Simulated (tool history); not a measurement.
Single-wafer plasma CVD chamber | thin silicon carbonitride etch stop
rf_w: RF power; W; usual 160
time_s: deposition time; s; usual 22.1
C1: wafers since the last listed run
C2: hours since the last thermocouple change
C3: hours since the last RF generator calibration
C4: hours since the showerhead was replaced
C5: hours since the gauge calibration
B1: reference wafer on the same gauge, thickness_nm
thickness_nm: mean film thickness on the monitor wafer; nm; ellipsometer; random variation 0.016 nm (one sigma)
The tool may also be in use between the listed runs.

run 1 hour=0 | rf_w=160 time_s=22.1 | C1=0 C2=2354.2 C3=603.4 C4=3956.1 C5=330.9 | B1=10.303 | thickness_nm=10.643
run 2 hour=18.5 | rf_w=160 time_s=22.1 | C1=361 C2=2372.7 C3=621.9 C4=3974.6 C5=349.4 | B1=10.306 | thickness_nm=10.666
run 3 hour=35.8 | rf_w=160 time_s=22.1 | C1=338 C2=2390 C3=639.2 C4=3991.9 C5=366.7 | B1=10.297 | thickness_nm=10.635
run 4 hour=54.9 | rf_w=160 time_s=22.1 | C1=373 C2=2409.1 C3=658.3 C4=4011 C5=385.8 | B1=10.295 | thickness_nm=10.637
run 5 hour=86.2 | rf_w=175 time_s=22.1 | C1=612 C2=2440.4 C3=689.6 C4=4042.3 C5=417.1 | B1=10.3 | thickness_nm=10.874
run 6 hour=113.1 | rf_w=145 time_s=22.1 | C1=526 C2=2467.3 C3=716.5 C4=4069.2 C5=444 | B1=10.299 | thickness_nm=10.394
run 7 hour=132.7 | rf_w=145 time_s=22.1 | C1=383 C2=2486.9 C3=736.1 C4=4088.8 C5=463.6 | B1=10.294 | thickness_nm=10.354
-- hour=154.2 gauge calibrated
-- hour=164.5 showerhead replaced
run 8 hour=166.7 | rf_w=160 time_s=22.1 | C1=508 C2=2520.9 C3=770.1 C4=2.2 C5=12.5 | B1=10.298 | thickness_nm=10.658
run 9 hour=181.8 | rf_w=160 time_s=22.1 | C1=295 C2=2536 C3=785.2 C4=17.3 C5=27.6 | B1=10.296 | thickness_nm=10.649
run 10 hour=200.4 | rf_w=160 time_s=22.1 | C1=363 C2=2554.6 C3=803.8 C4=35.9 C5=46.2 | B1=10.302 | thickness_nm=10.655
run 11 hour=222.4 | rf_w=175 time_s=18.8 | C1=430 C2=2576.6 C3=825.8 C4=57.9 C5=68.2 | B1=10.299 | thickness_nm=9.27
run 12 hour=252.2 | rf_w=160 time_s=24.9 | C1=582 C2=2606.4 C3=855.6 C4=87.7 C5=98 | B1=10.3 | thickness_nm=11.973

Forecast run 13:
run 13 hour=274.3 | rf_w=150 time_s=25.5 | C1=432 C2=2628.5 C3=877.7 C4=109.8 C5=120.1 | B1=? | thickness_nm=?

Run 13 gave B1 10.29, thickness_nm 12.079 nm.
Without the tool's hidden state the same run would have given thickness_nm 12.328 nm.
